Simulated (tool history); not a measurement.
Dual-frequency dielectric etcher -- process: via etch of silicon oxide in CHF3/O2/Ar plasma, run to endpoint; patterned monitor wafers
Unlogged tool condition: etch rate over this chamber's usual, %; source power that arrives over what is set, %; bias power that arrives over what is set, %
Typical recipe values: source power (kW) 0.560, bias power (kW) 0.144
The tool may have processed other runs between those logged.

run     day  source power (kW)  bias power (kW)  wafers since the last listed run  hours since the last wet clean  hours since the last source power generator calibration  hours since the last bias power generator calibration  hours since the last upper electrode change  incoming incoming film thickness, nm  endpoint time (s)
  1   0.000              0.560            0.144                                 0                            49.6                                                   2979.6                                                 3103.3                                       1766.5                                 559.2              301.6
  2   8.888              0.560            0.144                               686                           262.9                                                   3192.9                                                 3316.6                                       1979.8                                 556.1              295.3
  3  11.579              0.560            0.144                               207                           327.5                                                   3257.5                                                 3381.2                                       2044.4                                 550.9              289.2
  4  13.404              0.560            0.144                               141                           371.3                                                   3301.3                                                 3425.0                                       2088.2                                 549.8              289.5
  5  15.875              0.560            0.144                               190                           430.6                                                   3360.6                                                 3484.3                                       2147.5                                 558.7              293.3
  6  17.438              0.470            0.173                               120                           468.1                                                   3398.1                                                 3521.8                                       2185.0                                 551.2              285.0
     18.554  -- wet clean of the chamber
  7  20.846              0.470            0.173                               186                            55.0                                                   3479.9                                                 3603.6                                       2266.8                                 554.0              294.5
     22.621  -- bias power generator calibrated
  8  22.642              0.470            0.173                               125                            98.1                                                   3523.0                                                    0.5                                       2309.9                                 554.1              295.1
  9  26.288              0.560            0.144                               281                           185.6                                                   3610.5                                                   88.0                                       2397.4                                 555.2              294.6
 10  29.600              0.560            0.144                               255                           265.1                                                   3690.0                                                  167.5                                       2476.9                                 553.5              292.8
 11  33.104              0.650            0.155                               270                           349.2                                                   3774.1                                                  251.6                                       2561.0                                 558.3              279.4
 12  37.221              0.660            0.134                               318                           448.0                                                   3872.9                                                  350.4                                       2659.8                                 560.4              288.0
     40.450  -- upper electrode replaced, of another model than before
 13  41.058              0.430            0.119                               219                           540.1                                                   3965.0                                                  442.5                                         14.6                                 553.4              304.9
     42.083  -- wet clean of the chamber
     43.346  -- source power generator calibrated
 14  43.962              0.510            0.173                               134                            45.1                                                     14.8                                                  512.2                                         84.3                                 558.5              297.7
 15  46.817              0.470            0.173                               220                           113.6                                                     83.3                                                  580.7                                        152.8                                 563.7              301.8
 16  48.683              0.620            0.132                               144                           158.4                                                    128.1                                                  625.5                                        197.6                                 549.6              299.1
 17  51.121              0.560            0.144                               188                           216.9                                                    186.6                                                  684.0                                        256.1                                 553.9              298.2
 18  53.379              0.660            0.130                               174                           271.1                                                    240.8                                                  738.2                                        310.3                                 559.0              298.0
 19  57.238              0.430            0.157                               298                           363.7                                                    333.4                                                  830.8                                        402.9                                 559.6              301.2
 20  59.362              0.560            0.144                               164                           414.7                                                    384.4                                                  881.8                                        453.9                                 550.2              291.6
 21  63.017              0.560            0.144                               282                           502.4                                                    472.1                                                  969.5                                        541.6                                 553.6              287.6

Had the tool no unlogged condition, and each run kept its random variation, what would the results have been?
run  endpoint time (s)
  1              302.3
  2              302.1
  3              297.6
  4              299.2
  5              304.8
  6              297.2
  7              296.6
  8              298.4
  9              300.4
 10              300.8
 11              289.3
 12              301.0
 13              321.3
 14              296.2
 15              302.3
 16              300.9
 17              301.7
 18              303.0
 19              309.0
 20              300.6
 21              298.9
